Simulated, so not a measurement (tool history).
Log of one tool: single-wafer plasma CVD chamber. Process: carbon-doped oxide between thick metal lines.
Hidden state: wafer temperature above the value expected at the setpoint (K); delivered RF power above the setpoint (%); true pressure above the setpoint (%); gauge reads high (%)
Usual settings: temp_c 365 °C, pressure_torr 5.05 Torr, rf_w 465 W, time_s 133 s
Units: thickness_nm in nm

| run | hour | temp_c | pressure_torr | rf_w | time_s | wafers since the last listed run | hours since the last thermocouple change | hours since the last RF generator calibration | hours since the last manometer calibration | hours since the showerhead was replaced | hours since the gauge calibration | read-back reference wafer on the same gauge, thickness_nm | thickness_nm |
|---|---|---|---|---|---|---|---|---|---|---|---|---|---|
| 1 | 0.0 | 365 | 5.05 | 485 | 133 | 0 | 1550.4 | 1172.3 | 1140.3 | 6659.5 | 169.3 | 533.153 | 656.207 |
| 2 | 10.8 | 374 | 5.05 | 465 | 133 | 121 | 1561.2 | 1183.1 | 1151.1 | 6670.3 | 180.1 | 533.100 | 625.982 |
| 3 | 24.5 | 374 | 5.05 | 465 | 133 | 154 | 1574.9 | 1196.8 | 1164.8 | 6684.0 | 193.8 | 533.221 | 628.284 |
| 4 | 36.0 | 374 | 5.05 | 465 | 133 | 129 | 1586.4 | 1208.3 | 1176.3 | 6695.5 | 205.3 | 533.172 | 627.272 |
| 5 | 49.7 | 365 | 5.05 | 465 | 133 | 154 | 1600.1 | 1222.0 | 1190.0 | 6709.2 | 219.0 | 532.732 | 639.972 |
| 6 | 56.6 | 365 | 5.05 | 465 | 133 | 77 | 1607.0 | 1228.9 | 1196.9 | 6716.1 | 225.9 | 533.040 | 638.639 |
| 7 | 65.0 | 365 | 5.05 | 465 | 133 | 94 | 1615.4 | 1237.3 | 1205.3 | 6724.5 | 234.3 | 533.213 | 639.501 |
| 8 | 71.2 | 365 | 5.05 | 465 | 133 | 70 | 1621.6 | 1243.5 | 1211.5 | 6730.7 | 240.5 | 532.955 | 637.564 |
|  | 80.6 | gauge calibrated |
|  | 88.2 | capacitance manometer re-zeroed and calibrated |
| 9 | 88.7 | 365 | 5.05 | 465 | 133 | 107 | 1639.1 | 1261.0 | 0.5 | 6748.2 | 8.1 | 533.404 | 636.197 |
| 10 | 96.8 | 372 | 5.05 | 465 | 133 | 91 | 1647.2 | 1269.1 | 8.6 | 6756.3 | 16.2 | 532.900 | 625.424 |
|  | 112.6 | showerhead replaced |
| 11 | 114.4 | 374 | 3.82 | 465 | 133 | 108 | 1664.8 | 1286.7 | 26.2 | 1.8 | 33.8 | 533.110 | 583.099 |
|  | 125.4 | thermocouple changed; heater temperature recalibrated |
| 12 | 128.9 | 365 | 3.91 | 535 | 133 | 73 | 3.5 | 1301.2 | 40.7 | 16.3 | 48.3 | 533.394 | 639.814 |
| 13 | 136.3 | 365 | 4.04 | 465 | 133 | 83 | 10.9 | 1308.6 | 48.1 | 23.7 | 55.7 | 532.925 | 597.833 |
| 14 | 147.2 | 365 | 5.67 | 505 | 140 | 123 | 21.8 | 1319.5 | 59.0 | 34.6 | 66.6 | 532.931 | 716.096 |
| 15 | 163.0 | 377 | 4.08 | 520 | 156 | 178 | 37.6 | 1335.3 | 74.8 | 50.4 | 82.4 | 533.119 | 725.330 |
| 16 | 171.6 | 365 | 5.42 | 400 | 133 | 97 | 46.2 | 1343.9 | 83.4 | 59.0 | 91.0 | 533.350 | 594.177 |
| 17 | 184.1 | 376 | 5.66 | 390 | 158 | 141 | 58.7 | 1356.4 | 95.9 | 71.5 | 103.5 | 533.201 | 683.219 |
| 18 | 197.6 | 365 | 4.69 | 385 | 133 | 152 | 72.2 | 1369.9 | 109.4 | 85.0 | 117.0 | 532.920 | 557.062 |
|  | 207.9 | RF generator calibrated |
| 19 | 210.4 | 351 | 4.55 | 510 | 133 | 54 | 85.0 | 2.5 | 122.2 | 97.8 | 129.8 | 533.000 | 694.808 |
| 20 | 217.2 | 355 | 5.37 | 435 | 109 | 76 | 91.8 | 9.3 | 129.0 | 104.6 | 136.6 | 533.165 | 545.797 |
| 21 | 229.7 | 371 | 5.05 | 425 | 133 | 141 | 104.3 | 21.8 | 141.5 | 117.1 | 149.1 | 532.789 | 621.794 |
| 22 | 242.9 | 350 | 5.99 | 465 | 147 | 149 | 117.5 | 35.0 | 154.7 | 130.3 | 162.3 | 532.959 | 789.908 |
| 23 | 250.9 | 365 | 5.05 | 465 | 133 | 90 | 125.5 | 43.0 | 162.7 | 138.3 | 170.3 | 533.149 | 661.874 |
| 24 | 267.4 | 372 | 5.05 | 500 | 152 | 186 | 142.0 | 59.5 | 179.2 | 154.8 | 186.8 | 532.841 | 775.518 |
| 25 | 277.0 | 365 | 5.05 | 465 | 133 | 108 | 151.6 | 69.1 | 188.8 | 164.4 | 196.4 | 532.765 | 662.529 |
| 26 | 292.5 | 370 | 5.05 | 465 | 133 | 175 | 167.1 | 84.6 | 204.3 | 179.9 | 211.9 | 532.642 | 656.967 |
| 27 | 309.9 | 365 | 5.05 | 465 | 133 | 196 | 184.5 | 102.0 | 221.7 | 197.3 | 229.3 | 532.882 | 665.772 |

What the log doesn't show, run by run:
wafer temperature above the value expected at the setpoint (K): 0 in every run
true pressure above the setpoint (%): 0 in every run
gauge reads high (%): 0 in every run
H1: delivered RF power above the setpoint (%)
| run | H1 |
|---|---|
| 1 | -6.72 |
| 2 | -6.81 |
| 3 | -6.94 |
| 4 | -7.04 |
| 5 | -7.17 |
| 6 | -7.24 |
| 7 | -7.31 |
| 8 | -7.37 |
| 9 | -7.54 |
| 10 | -7.62 |
| 11 | -7.79 |
| 12 | -7.93 |
| 13 | -8.01 |
| 14 | -8.12 |
| 15 | -8.28 |
| 16 | -8.36 |
| 17 | -8.49 |
| 18 | -8.63 |
| 19 | -0.541 |
| 20 | -0.541 |
| 21 | -0.543 |
| 22 | -0.546 |
| 23 | -0.548 |
| 24 | -0.555 |
| 25 | -0.559 |
| 26 | -0.568 |
| 27 | -0.581 |
